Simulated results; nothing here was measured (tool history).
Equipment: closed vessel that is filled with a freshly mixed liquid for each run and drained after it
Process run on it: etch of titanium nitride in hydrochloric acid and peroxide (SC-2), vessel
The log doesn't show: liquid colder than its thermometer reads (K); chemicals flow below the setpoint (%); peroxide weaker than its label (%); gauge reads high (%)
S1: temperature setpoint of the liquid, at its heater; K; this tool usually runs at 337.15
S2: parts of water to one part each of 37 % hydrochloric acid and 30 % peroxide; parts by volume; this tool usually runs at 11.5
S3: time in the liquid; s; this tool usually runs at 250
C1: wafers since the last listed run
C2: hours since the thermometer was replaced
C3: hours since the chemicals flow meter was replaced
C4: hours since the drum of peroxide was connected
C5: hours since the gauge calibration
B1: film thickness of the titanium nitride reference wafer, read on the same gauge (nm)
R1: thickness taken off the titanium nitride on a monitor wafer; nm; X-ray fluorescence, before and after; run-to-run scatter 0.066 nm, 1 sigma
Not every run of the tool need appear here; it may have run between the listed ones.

{"run": 1, "hour": 0.0, "S1": 337.15, "S2": 11.5, "S3": 250, "C1": 0, "C2": 516.3, "C3": 423.9, "C4": 505.5, "C5": 1173.5, "B1": 100, "R1": 10.96}
{"hour": 40.1, "done": "thermometer replaced"}
{"run": 2, "hour": 64.4, "S1": 337.15, "S2": 11.5, "S3": 250, "C1": 6363, "C2": 24.3, "C3": 488.3, "C4": 569.9, "C5": 1237.9, "B1": 100.04, "R1": 11.6}
{"hour": 77.6, "done": "new drum of peroxide connected"}
{"run": 3, "hour": 136.1, "S1": 337.15, "S2": 11.5, "S3": 250, "C1": 7096, "C2": 96, "C3": 560, "C4": 58.5, "C5": 1309.6, "B1": 100.02, "R1": 11.28}
{"run": 4, "hour": 187.8, "S1": 337.15, "S2": 11.5, "S3": 310, "C1": 5189, "C2": 147.7, "C3": 611.7, "C4": 110.2, "C5": 1361.3, "B1": 99.98, "R1": 14.16}
{"run": 5, "hour": 228.8, "S1": 337.15, "S2": 11.5, "S3": 310, "C1": 4115, "C2": 188.7, "C3": 652.7, "C4": 151.2, "C5": 1402.3, "B1": 99.97, "R1": 13.99}
{"run": 6, "hour": 285.5, "S1": 337.15, "S2": 11.5, "S3": 250, "C1": 5691, "C2": 245.4, "C3": 709.4, "C4": 207.9, "C5": 1459, "B1": 99.99, "R1": 11.2}
{"hour": 346.5, "done": "chemicals flow meter replaced"}
{"run": 7, "hour": 351.1, "S1": 337.15, "S2": 11.5, "S3": 250, "C1": 6483, "C2": 311, "C3": 4.6, "C4": 273.5, "C5": 1524.6, "B1": 99.98, "R1": 11.17}
{"run": 8, "hour": 402.9, "S1": 341.65, "S2": 9.5, "S3": 250, "C1": 5199, "C2": 362.8, "C3": 56.4, "C4": 325.3, "C5": 1576.4, "B1": 100.01, "R1": 17.23}
{"run": 9, "hour": 434.6, "S1": 341.65, "S2": 9.5, "S3": 250, "C1": 3181, "C2": 394.5, "C3": 88.1, "C4": 357, "C5": 1608.1, "B1": 99.97, "R1": 17.06}
{"run": 10, "hour": 469.2, "S1": 337.15, "S2": 11.5, "S3": 250, "C1": 3472, "C2": 429.1, "C3": 122.7, "C4": 391.6, "C5": 1642.7, "B1": 99.98, "R1": 11.03}
{"run": 11, "hour": 522.1, "S1": 337.15, "S2": 11.5, "S3": 250, "C1": 5309, "C2": 482, "C3": 175.6, "C4": 444.5, "C5": 1695.6, "B1": 100, "R1": 10.94}
{"hour": 524.8, "done": "gauge calibrated"}
{"hour": 537.1, "done": "thermometer replaced"}
{"hour": 550.8, "done": "new drum of peroxide connected"}
{"run": 12, "hour": 558.7, "S1": 337.15, "S2": 11.5, "S3": 250, "C1": 3472, "C2": 21.6, "C3": 212.2, "C4": 7.9, "C5": 33.9, "B1": 99.97, "R1": 10.45}
{"run": 13, "hour": 616.7, "S1": 337.15, "S2": 11.5, "S3": 250, "C1": 5821, "C2": 79.6, "C3": 270.2, "C4": 65.9, "C5": 91.9, "B1": 100.04, "R1": 10.25}
{"hour": 718.9, "done": "thermometer replaced, repeated, since the last time left the tool worse"}
{"run": 14, "hour": 727.6, "S1": 344.15, "S2": 11.5, "S3": 210, "C1": 11030, "C2": 8.7, "C3": 381.1, "C4": 176.8, "C5": 202.8, "B1": 99.99, "R1": 14.6}
{"run": 15, "hour": 794.4, "S1": 337.15, "S2": 11.5, "S3": 250, "C1": 6704, "C2": 75.5, "C3": 447.9, "C4": 243.6, "C5": 269.6, "B1": 100.01, "R1": 11.33}
{"run": 16, "hour": 840.4, "S1": 344.15, "S2": 11.5, "S3": 290, "C1": 4617, "C2": 121.5, "C3": 493.9, "C4": 289.6, "C5": 315.6, "B1": 100.03, "R1": 19.96}
{"run": 17, "hour": 891.0, "S1": 337.15, "S2": 11.5, "S3": 250, "C1": 5078, "C2": 172.1, "C3": 544.5, "C4": 340.2, "C5": 366.2, "B1": 100.01, "R1": 11.31}
{"run": 18, "hour": 933.2, "S1": 332.65, "S2": 5.5, "S3": 250, "C1": 4235, "C2": 214.3, "C3": 586.7, "C4": 382.4, "C5": 408.4, "B1": 99.99, "R1": 15.33}
{"run": 19, "hour": 997.7, "S1": 337.15, "S2": 11.5, "S3": 250, "C1": 6473, "C2": 278.8, "C3": 651.2, "C4": 446.9, "C5": 472.9, "B1": 100.01, "R1": 11.07}
{"hour": 1061.4, "done": "chemicals flow meter replaced"}
{"run": 20, "hour": 1062.8, "S1": 337.15, "S2": 11.5, "S3": 345, "C1": 6433, "C2": 343.9, "C3": 1.4, "C4": 512, "C5": 538, "B1": 99.99, "R1": 15.14}
{"hour": 1103.2, "done": "new drum of peroxide connected"}
{"run": 21, "hour": 1129.9, "S1": 337.15, "S2": 11.5, "S3": 250, "C1": 6634, "C2": 411, "C3": 68.5, "C4": 26.7, "C5": 605.1, "B1": 99.98, "R1": 11.08}
{"run": 22, "hour": 1158.1, "S1": 343.65, "S2": 13.5, "S3": 310, "C1": 2830, "C2": 439.2, "C3": 96.7, "C4": 54.9, "C5": 633.3, "B1": 99.99, "R1": 17.38}
{"run": 23, "hour": 1207.0, "S1": 331.65, "S2": 11.5, "S3": 250, "C1": 4908, "C2": 488.1, "C3": 145.6, "C4": 103.8, "C5": 682.2, "B1": 100, "R1": 7.75}
{"run": 24, "hour": 1263.8, "S1": 337.15, "S2": 11.5, "S3": 195, "C1": 5701, "C2": 544.9, "C3": 202.4, "C4": 160.6, "C5": 739, "B1": 100, "R1": 8.49}
{"hour": 1287.3, "done": "thermometer replaced"}
{"run": 25, "hour": 1320.3, "S1": 337.15, "S2": 11.5, "S3": 250, "C1": 5570, "C2": 33, "C3": 258.9, "C4": 217.1, "C5": 795.5, "B1": 100.01, "R1": 11.53}
{"run": 26, "hour": 1347.0, "S1": 333.15, "S2": 9.5, "S3": 145, "C1": 2679, "C2": 59.7, "C3": 285.6, "C4": 243.8, "C5": 822.2, "B1": 99.99, "R1": 6.11}
{"run": 27, "hour": 1411.1, "S1": 337.15, "S2": 11.5, "S3": 250, "C1": 6433, "C2": 123.8, "C3": 349.7, "C4": 307.9, "C5": 886.3, "B1": 100.01, "R1": 11.36}

Forecast each of these 4 alternatives for the next run:
{"run": "A", "hour": 1411.8, "S1": 333.15, "S2": 11.5, "S3": 250, "C1": 70, "C2": 124.5, "C3": 350.4, "C4": 308.6, "C5": 887, "B1": "?", "R1": "?"}
{"run": "B", "hour": 1411.8, "S1": 344.65, "S2": 8, "S3": 250, "C1": 70, "C2": 124.5, "C3": 350.4, "C4": 308.6, "C5": 887, "B1": "?", "R1": "?"}
{"run": "C", "hour": 1411.8, "S1": 342.15, "S2": 11.5, "S3": 360, "C1": 70, "C2": 124.5, "C3": 350.4, "C4": 308.6, "C5": 887, "B1": "?", "R1": "?"}
{"run": "D", "hour": 1411.8, "S1": 345.15, "S2": 11.5, "S3": 380, "C1": 70, "C2": 124.5, "C3": 350.4, "C4": 308.6, "C5": 887, "B1": "?", "R1": "?"}

run=A B1=100.02 R1=8.87
run=B B1=100.02 R1=24.09
run=C B1=100.02 R1=22.17
run=D B1=100.02 R1=27.94
The same runs, with their run-to-run variation unchanged, on a tool lacking any hidden condition would have given:
run=A R1=9.05
run=B R1=24.54
run=C R1=22.58
run=D R1=28.45

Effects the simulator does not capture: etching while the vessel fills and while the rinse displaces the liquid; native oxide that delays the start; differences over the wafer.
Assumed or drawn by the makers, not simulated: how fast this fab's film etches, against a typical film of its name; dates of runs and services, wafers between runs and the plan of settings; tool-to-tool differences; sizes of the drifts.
